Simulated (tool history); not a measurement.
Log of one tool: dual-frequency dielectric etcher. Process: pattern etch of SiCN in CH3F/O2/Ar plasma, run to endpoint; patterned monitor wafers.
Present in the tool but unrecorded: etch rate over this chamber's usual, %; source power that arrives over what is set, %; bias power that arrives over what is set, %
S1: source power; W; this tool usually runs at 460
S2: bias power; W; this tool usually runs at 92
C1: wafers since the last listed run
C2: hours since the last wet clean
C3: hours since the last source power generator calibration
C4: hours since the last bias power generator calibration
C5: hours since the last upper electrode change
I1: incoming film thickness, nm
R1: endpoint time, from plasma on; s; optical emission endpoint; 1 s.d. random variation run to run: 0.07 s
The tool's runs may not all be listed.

run,day,S1,S2,C1,C2,C3,C4,C5,I1,R1
1,0,520,103,0,169.3,3062.6,1258.4,687.8,7.41,15.3
2,3.683,520,103,971,257.7,3151,1346.8,776.2,7.39,15.4
3,5.267,460,92,417,295.7,3189,1384.8,814.2,7.42,16.6
4,7.267,460,92,527,343.7,3237,1432.8,862.2,7.4,16.5
5,11.633,460,92,1151,448.5,3341.8,1537.6,967,7.36,16.5
# day 13.983: wet clean of the chamber
6,14.388,460,92,462,9.7,3407.9,1603.7,1033.1,7.46,16.8
7,16.917,460,92,666,70.4,3468.6,1664.4,1093.8,7.34,16.5
8,18.492,460,92,415,108.2,3506.4,1702.2,1131.6,7.49,16.7
9,22.604,460,92,1084,206.9,3605.1,1800.9,1230.3,7.4,16.7
10,26.838,460,92,1116,308.5,3706.7,1902.5,1331.9,7.43,16.8
11,31.229,460,92,1158,413.9,3812.1,2007.9,1437.3,7.4,16.6
12,35.312,460,92,1076,511.9,3910.1,2105.9,1535.3,7.44,16.8
13,38.083,460,92,730,578.4,3976.6,2172.4,1601.8,7.45,16.8
# day 39.938: wet clean of the chamber
14,42.404,460,92,875,59.2,4080.3,2276.1,1705.5,7.38,16.6
15,44.138,460,92,457,100.8,4121.9,2317.7,1747.1,7.32,16.6
16,46.275,400,76,563,152.1,4173.2,2369,1798.4,7.4,18.8
17,48.279,420,71,528,200.2,4221.3,2417.1,1846.5,7.37,19.2
18,51.788,420,106,925,284.4,4305.5,2501.3,1930.7,7.48,16.1
19,54.008,460,92,585,337.7,4358.8,2554.6,1984,7.37,16.6
# day 56.15: bias power generator calibrated
# day 62.933: wet clean of the chamber
20,62.954,460,92,2051,0.5,4573.5,163.3,2198.7,7.42,16.7
21,65.229,560,102,599,55.1,4628.1,217.9,2253.3,7.38,15.1
# day 66.329: source power generator calibrated
22,67.496,560,100,553,109.5,28,272.3,2307.7,7.47,15.5
23,70.575,460,101,811,183.4,101.9,346.2,2381.6,7.48,16
24,74.45,460,92,1021,276.4,194.9,439.2,2474.6,7.36,16.5
25,78.708,390,92,1122,378.6,297.1,541.4,2576.8,7.38,17.2
26,82.425,460,79,980,467.8,386.3,630.6,2666,7.35,17.6
27,85.212,460,84,735,534.7,453.2,697.5,2732.9,7.34,17.1
# day 86.496: wet clean of the chamber
# day 88.075: upper electrode replaced
28,88.096,460,92,232,38.4,522.4,766.7,0.5,7.44,16.7
29,91.946,580,101,1015,130.8,614.8,859.1,92.9,7.38,15.1
30,95.258,460,92,873,210.3,694.3,938.6,172.4,7.41,16.6
31,99.1,530,112,1013,302.5,786.5,1030.8,264.6,7.38,14.6
# day 107.604: wet clean of the chamber
32,108.4,390,108,2188,19.1,1009.7,1254,487.8,7.42,15.9
33,110.979,350,85,680,81,1071.6,1315.9,549.7,7.43,18.1
34,118.404,420,115,1958,259.2,1249.8,1494.1,727.9,7.4,15.3

Here are 5 independent what-if runs from the current tool condition. What would each one return?
A,118.421,460,92,4,259.6,1250.2,1494.5,728.3,7.36,?
B,118.421,560,92,4,259.6,1250.2,1494.5,728.3,7.36,?
C,118.421,370,114,4,259.6,1250.2,1494.5,728.3,7.36,?
D,118.421,370,92,4,259.6,1250.2,1494.5,728.3,7.36,?
E,118.421,460,77,4,259.6,1250.2,1494.5,728.3,7.36,?

run,R1
A,16.5
B,15.9
C,15.5
D,17.2
E,18
Take away the tool's hidden state, keep each run's random variation, and the runs would have read:
run,R1
A,16.4
B,15.8
C,15.4
D,17
E,17.8
